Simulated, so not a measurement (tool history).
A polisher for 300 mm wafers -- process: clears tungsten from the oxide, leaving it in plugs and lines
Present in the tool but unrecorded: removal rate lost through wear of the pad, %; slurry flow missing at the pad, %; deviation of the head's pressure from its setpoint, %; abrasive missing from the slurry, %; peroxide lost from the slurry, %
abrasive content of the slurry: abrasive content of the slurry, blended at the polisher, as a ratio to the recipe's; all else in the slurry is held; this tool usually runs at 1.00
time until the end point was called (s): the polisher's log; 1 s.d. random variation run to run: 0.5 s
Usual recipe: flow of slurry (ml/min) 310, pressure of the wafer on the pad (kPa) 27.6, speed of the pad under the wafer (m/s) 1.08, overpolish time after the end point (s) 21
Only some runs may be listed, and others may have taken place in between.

run     day  flow of slurry (ml/min)  pressure of the wafer on the pad (kPa)  speed of the pad under the wafer (m/s)  abrasive content of the slurry  overpolish time after the end point (s)  wafers since the last listed run  wafers polished on this pad  hours since the slurry nozzle was cleaned  hours since the head pressure was calibrated  hours since the slurry blender was calibrated  hours since the slurry got fresh peroxide  incoming thickness of the incoming film, nm  time until the end point was called (s)
  1   0.000                      310                                    27.6                                    0.78                            1.00                                       21                                 0                         4403                                       34.8                                         514.8                                          155.1                                      110.2                                        335.6                                     76.7
  2   2.438                      310                                    27.6                                    0.88                            1.00                                       21                               763                         5166                                       93.3                                         573.3                                          213.6                                      168.7                                        329.5                                     68.8
      3.400  -- worn pad replaced by a new one
      3.833  -- head pressure recalibrated
  3   6.875                      310                                    27.6                                    0.88                            1.00                                       21                              1311                         1063                                      199.8                                          73.0                                          320.1                                      275.2                                        330.2                                     74.3
     10.600  -- slurry blender recalibrated
  4  11.275                      310                                    27.6                                    0.88                            1.00                                       21                              1352                         2415                                      305.4                                         178.6                                           16.2                                      380.8                                        329.8                                     72.2
     11.483  -- slurry tank refilled with fresh slurry and peroxide
  5  13.112                      310                                    35.2                                    1.08                            1.00                                       21                               562                         2978                                      349.5                                         222.7                                           60.3                                       39.1                                        330.9                                     48.2
  6  15.075                      310                                    27.6                                    1.34                            1.00                                       21                               614                         3593                                      396.6                                         269.8                                          107.4                                       86.2                                        331.9                                     51.6
  7  16.933                      310                                    27.6                                    1.34                            1.00                                       21                               582                         4175                                      441.2                                         314.4                                          152.0                                      130.8                                        331.2                                     51.8
     17.762  -- worn pad replaced by a new one
  8  19.617                      310                                    27.6                                    1.08                            1.00                                       21                               788                          580                                      505.6                                         378.8                                          216.4                                      195.2                                        327.6                                     57.2
     21.808  -- slurry nozzle cleaned
  9  23.933                      310                                    27.6                                    1.08                            1.00                                       21                              1339                         1919                                       51.0                                         482.4                                          320.0                                      298.8                                        325.6                                     58.7
     26.333  -- slurry tank refilled with fresh slurry and peroxide
 10  28.346                      310                                    27.6                                    1.08                            1.00                                       21                              1369                         3289                                      156.9                                         588.3                                          425.9                                       48.3                                        331.9                                     60.9
     28.788  -- head pressure recalibrated
     28.800  -- slurry blender recalibrated
 11  30.158                      310                                    27.6                                    1.08                            1.00                                       21                               537                         3826                                      200.4                                          32.9                                           32.6                                       91.8                                        335.4                                     64.6
 12  32.058                      310                                    27.6                                    1.44                            1.00                                       33                               595                         4421                                      246.0                                          78.5                                           78.2                                      137.4                                        322.9                                     48.3
     34.142  -- worn pad replaced by a new one
 13  36.338                      415                                    27.6                                    1.22                            1.00                                       21                              1288                          688                                      348.7                                         181.2                                          180.9                                      240.1                                        326.0                                     51.4
 14  40.696                      310                                    27.6                                    1.08                            1.00                                       21                              1365                         2054                                      453.3                                         285.8                                          285.5                                      344.7                                        325.4                                     57.9
     42.971  -- slurry tank refilled with fresh slurry and peroxide
 15  43.971                      310                                    27.6                                    1.08                            1.00                                       21                              1013                         3067                                      531.9                                         364.4                                          364.1                                       24.0                                        334.6                                     60.5
     46.917  -- slurry blender recalibrated
 16  47.738                      310                                    27.6                                    1.08                            0.75                                       33                              1154                         4221                                      622.3                                         454.8                                           19.7                                      114.4                                        331.8                                     68.0
     49.533  -- slurry nozzle cleaned
     50.208  -- head pressure recalibrated
     51.017  -- worn pad replaced by a new one
 17  51.400                      280                                    27.6                                    1.08                            1.00                                       21                              1056                          120                                       44.8                                          28.6                                          107.6                                      202.3                                        326.6                                     60.5
 18  53.438                      310                                    27.6                                    1.36                            1.00                                       21                               638                          758                                       93.7                                          77.5                                          156.5                                      251.2                                        325.2                                     48.4
 19  56.992                      310                                    32.4                                    1.08                            1.00                                       21                              1113                         1872                                      179.0                                         162.8                                          241.8                                      336.5                                        332.0                                     50.1
     57.412  -- slurry tank refilled with fresh slurry and peroxide
 20  61.438                      310                                    22.1                                    1.08                            1.00                                       21                              1379                         3251                                      285.7                                         269.5                                          348.5                                       96.6                                        335.5                                     75.3
 21  64.946                      310                                    27.6                                    1.08                            1.00                                       21                              1099                         4351                                      369.9                                         353.7                                          432.7                                      180.8                                        335.1                                     58.9
     66.575  -- worn pad replaced by a new one
     67.021  -- slurry blender recalibrated
 22  69.321                      310                                    27.6                                    1.08                            1.00                                       11                              1292                          833                                      474.9                                         458.7                                           55.2                                      285.8                                        333.0                                     56.6
     70.942  -- head pressure recalibrated
 23  72.712                      310                                    27.6                                    1.08                            1.00                                       21                              1036                         1870                                      556.3                                          42.5                                          136.6                                      367.2                                        334.0                                     61.5
     73.367  -- slurry nozzle cleaned
 24  74.250                      310                                    27.6                                    0.76                            1.00                                       21                               468                         2338                                       21.2                                          79.4                                          173.5                                      404.1                                        328.0                                     80.7
     75.588  -- slurry tank refilled with fresh slurry and peroxide
 25  76.333                      310                                    27.6                                    1.08                            1.00                                       21                               639                         2978                                       71.2                                         129.4                                          223.5                                       17.9                                        333.3                                     60.3

Selected run-to-run steps in time until the end point was called (s), each split into two signed amounts: the part the tool would show with no hidden state at all (from settings, incoming material and random variation), and the remainder, which goes to the hidden state together with any gauge scatter not common to the measured and the hidden-state-free results:
Run 4 -> 5: pressure of the wafer on the pad (kPa) 27.6 -> 35.2, speed of the pad under the wafer (m/s) 0.88 -> 1.08, slurry tank refilled with fresh slurry and peroxide. time until the end point was called (s) -24.0: hidden state +0.0, all else -24.0.
Run 12 -> 13: flow of slurry (ml/min) 310 -> 415, speed of the pad under the wafer (m/s) 1.44 -> 1.22, overpolish time after the end point (s) 33 -> 21, worn pad replaced by a new one. time until the end point was called (s) +3.1: hidden state -3.9, all else +7.0.
Run 19 -> 20: pressure of the wafer on the pad (kPa) 32.4 -> 22.1, slurry tank refilled with fresh slurry and peroxide. time until the end point was called (s) +25.2: hidden state -1.1, all else +26.3.
Run 22 -> 23: overpolish time after the end point (s) 11 -> 21, head pressure recalibrated. time until the end point was called (s) +4.9: hidden state +4.9, all else +0.0.
